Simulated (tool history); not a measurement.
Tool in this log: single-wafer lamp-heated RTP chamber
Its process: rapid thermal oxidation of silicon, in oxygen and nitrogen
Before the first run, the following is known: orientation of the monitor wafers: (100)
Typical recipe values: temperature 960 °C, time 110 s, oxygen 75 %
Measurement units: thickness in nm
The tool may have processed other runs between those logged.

| run | hour | temperature | time | oxygen | read-back reference wafer on the same gauge, thickness | thickness |
|---|---|---|---|---|---|---|
| 1 | 0.0 | 960 | 143 | 75 | 5.426 | 6.324 |
| 2 | 10.5 | 960 | 110 | 75 | 5.408 | 5.657 |
| 3 | 20.1 | 960 | 110 | 75 | 5.414 | 5.627 |
| 4 | 37.7 | 960 | 110 | 75 | 5.408 | 5.746 |
| 5 | 51.8 | 960 | 110 | 92 | 5.417 | 6.082 |
| 6 | 65.6 | 972 | 110 | 97 | 5.421 | 6.833 |
| 7 | 75.9 | 960 | 110 | 75 | 5.420 | 5.730 |
| 8 | 89.3 | 960 | 110 | 75 | 5.418 | 5.723 |
| 9 | 101.4 | 960 | 110 | 75 | 5.419 | 5.793 |
| 10 | 117.3 | 960 | 110 | 75 | 5.429 | 5.712 |
| 11 | 130.9 | 960 | 97 | 75 | 5.417 | 5.405 |
|  | 146.7 | pyrometer window cleaned and pyrometer calibrated |
| 12 | 147.2 | 960 | 97 | 75 | 5.409 | 5.138 |

Run 13 is up next; what results do you expect?
| 13 | 151.5 | 960 | 110 | 75 | ? | ? |

read-back reference wafer on the same gauge, thickness: 5.425
thickness: 5.516 nm
With no hidden state in the tool, this same run would have given thickness 5.438 nm.
